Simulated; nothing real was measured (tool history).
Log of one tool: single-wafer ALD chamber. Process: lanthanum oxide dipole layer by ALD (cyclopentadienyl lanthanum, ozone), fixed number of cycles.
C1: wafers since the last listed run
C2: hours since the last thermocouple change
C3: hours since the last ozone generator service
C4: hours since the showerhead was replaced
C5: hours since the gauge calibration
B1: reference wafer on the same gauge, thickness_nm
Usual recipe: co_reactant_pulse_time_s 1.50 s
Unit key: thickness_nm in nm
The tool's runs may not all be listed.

run 1 hour=0.0 | co_reactant_pulse_time_s=1.75 | C1=0 C2=179.2 C3=609.4 C4=3763.8 C5=4194.7 | B1=0.587 | thickness_nm=0.536
run 2 hour=37.0 | co_reactant_pulse_time_s=1.29 | C1=568 C2=216.2 C3=646.4 C4=3800.8 C5=4231.7 | B1=0.587 | thickness_nm=0.487
run 3 hour=105.0 | co_reactant_pulse_time_s=1.29 | C1=1044 C2=284.2 C3=714.4 C4=3868.8 C5=4299.7 | B1=0.587 | thickness_nm=0.487
run 4 hour=201.7 | co_reactant_pulse_time_s=1.29 | C1=1485 C2=380.9 C3=811.1 C4=3965.5 C5=4396.4 | B1=0.587 | thickness_nm=0.484
run 5 hour=300.6 | co_reactant_pulse_time_s=1.50 | C1=1519 C2=479.8 C3=910.0 C4=4064.4 C5=4495.3 | B1=0.587 | thickness_nm=0.512
-- hour=457.1 showerhead replaced, of another model than before
run 6 hour=477.8 | co_reactant_pulse_time_s=1.50 | C1=2599 C2=657.0 C3=1087.2 C4=20.7 C5=4672.5 | B1=0.587 | thickness_nm=0.515
run 7 hour=573.1 | co_reactant_pulse_time_s=1.50 | C1=1464 C2=752.3 C3=1182.5 C4=116.0 C5=4767.8 | B1=0.587 | thickness_nm=0.516
run 8 hour=679.8 | co_reactant_pulse_time_s=1.17 | C1=1639 C2=859.0 C3=1289.2 C4=222.7 C5=4874.5 | B1=0.587 | thickness_nm=0.480
run 9 hour=961.4 | co_reactant_pulse_time_s=1.17 | C1=4326 C2=1140.6 C3=1570.8 C4=504.3 C5=5156.1 | B1=0.587 | thickness_nm=0.483
run 10 hour=1027.1 | co_reactant_pulse_time_s=1.99 | C1=1009 C2=1206.3 C3=1636.5 C4=570.0 C5=5221.8 | B1=0.587 | thickness_nm=0.538
run 11 hour=1081.6 | co_reactant_pulse_time_s=1.24 | C1=837 C2=1260.8 C3=1691.0 C4=624.5 C5=5276.3 | B1=0.586 | thickness_nm=0.489
run 12 hour=1187.2 | co_reactant_pulse_time_s=1.50 | C1=1622 C2=1366.4 C3=1796.6 C4=730.1 C5=5381.9 | B1=0.587 | thickness_nm=0.515
-- hour=1263.8 ozone generator serviced
run 13 hour=1264.3 | co_reactant_pulse_time_s=1.50 | C1=1061 C2=1443.5 C3=0.5 C4=807.2 C5=5459.0 | B1=0.586 | thickness_nm=0.524
run 14 hour=1335.9 | co_reactant_pulse_time_s=0.98 | C1=1100 C2=1515.1 C3=72.1 C4=878.8 C5=5530.6 | B1=0.587 | thickness_nm=0.467
-- hour=1496.3 gauge calibrated
run 15 hour=1540.8 | co_reactant_pulse_time_s=1.15 | C1=3148 C2=1720.0 C3=277.0 C4=1083.7 C5=44.5 | B1=0.587 | thickness_nm=0.486
run 16 hour=1588.4 | co_reactant_pulse_time_s=1.50 | C1=731 C2=1767.6 C3=324.6 C4=1131.3 C5=92.1 | B1=0.587 | thickness_nm=0.522
run 17 hour=1671.3 | co_reactant_pulse_time_s=1.15 | C1=1273 C2=1850.5 C3=407.5 C4=1214.2 C5=175.0 | B1=0.587 | thickness_nm=0.485
run 18 hour=1738.5 | co_reactant_pulse_time_s=1.76 | C1=1032 C2=1917.7 C3=474.7 C4=1281.4 C5=242.2 | B1=0.587 | thickness_nm=0.530
run 19 hour=1828.2 | co_reactant_pulse_time_s=1.69 | C1=1378 C2=2007.4 C3=564.4 C4=1371.1 C5=331.9 | B1=0.587 | thickness_nm=0.528
run 20 hour=1883.0 | co_reactant_pulse_time_s=1.81 | C1=841 C2=2062.2 C3=619.2 C4=1425.9 C5=386.7 | B1=0.587 | thickness_nm=0.532
run 21 hour=1963.6 | co_reactant_pulse_time_s=1.50 | C1=1238 C2=2142.8 C3=699.8 C4=1506.5 C5=467.3 | B1=0.587 | thickness_nm=0.516
run 22 hour=2068.8 | co_reactant_pulse_time_s=1.50 | C1=1616 C2=2248.0 C3=805.0 C4=1611.7 C5=572.5 | B1=0.587 | thickness_nm=0.514
run 23 hour=2158.7 | co_reactant_pulse_time_s=1.08 | C1=1381 C2=2337.9 C3=894.9 C4=1701.6 C5=662.4 | B1=0.587 | thickness_nm=0.470
-- hour=2207.3 thermocouple changed; heater temperature recalibrated
run 24 hour=2207.8 | co_reactant_pulse_time_s=0.94 | C1=631 C2=0.5 C3=944.0 C4=1750.7 C5=711.5 | B1=0.586 | thickness_nm=0.440
run 25 hour=2278.6 | co_reactant_pulse_time_s=0.90 | C1=1087 C2=71.3 C3=1014.8 C4=1821.5 C5=782.3 | B1=0.587 | thickness_nm=0.434
run 26 hour=2447.0 | co_reactant_pulse_time_s=1.78 | C1=2587 C2=239.7 C3=1183.2 C4=1989.9 C5=950.7 | B1=0.588 | thickness_nm=0.529
run 27 hour=2553.9 | co_reactant_pulse_time_s=1.50 | C1=1642 C2=346.6 C3=1290.1 C4=2096.8 C5=1057.6 | B1=0.587 | thickness_nm=0.512
run 28 hour=2623.2 | co_reactant_pulse_time_s=1.50 | C1=1064 C2=415.9 C3=1359.4 C4=2166.1 C5=1126.9 | B1=0.587 | thickness_nm=0.516
run 29 hour=2725.3 | co_reactant_pulse_time_s=1.33 | C1=1568 C2=518.0 C3=1461.5 C4=2268.2 C5=1229.0 | B1=0.587 | thickness_nm=0.498
run 30 hour=2766.8 | co_reactant_pulse_time_s=1.34 | C1=637 C2=559.5 C3=1503.0 C4=2309.7 C5=1270.5 | B1=0.587 | thickness_nm=0.501
run 31 hour=2827.5 | co_reactant_pulse_time_s=1.19 | C1=932 C2=620.2 C3=1563.7 C4=2370.4 C5=1331.2 | B1=0.586 | thickness_nm=0.481
-- hour=3005.9 ozone generator serviced
run 32 hour=3147.2 | co_reactant_pulse_time_s=1.92 | C1=4788 C2=939.9 C3=141.3 C4=2690.1 C5=1650.9 | B1=0.587 | thickness_nm=0.542
run 33 hour=3197.3 | co_reactant_pulse_time_s=1.03 | C1=769 C2=990.0 C3=191.4 C4=2740.2 C5=1701.0 | B1=0.587 | thickness_nm=0.474

Exercise: give the hidden state of the tool at every run:
wafer temperature above the value expected at the setpoint (K): 0 at every run
gauge reads high (%): 0 at every run
H1: ozone dose above that of a generator just serviced (%)
run=1 H1=-8.09
run=2 H1=-8.35
run=3 H1=-8.81
run=4 H1=-9.38
run=5 H1=-9.89
run=6 H1=-10.6
run=7 H1=-10.9
run=8 H1=-11.3
run=9 H1=-11.9
run=10 H1=-12
run=11 H1=-12.1
run=12 H1=-12.2
run=13 H1=-1.87
run=14 H1=-3.13
run=15 H1=-6.08
run=16 H1=-6.64
run=17 H1=-7.53
run=18 H1=-8.17
run=19 H1=-8.94
run=20 H1=-9.36
run=21 H1=-9.91
run=22 H1=-10.5
run=23 H1=-11
run=24 H1=-11.2
run=25 H1=-11.5
run=26 H1=-12.1
run=27 H1=-12.5
run=28 H1=-12.6
run=29 H1=-12.9
run=30 H1=-12.9
run=31 H1=-13.1
run=32 H1=-2.69
run=33 H1=-3.42
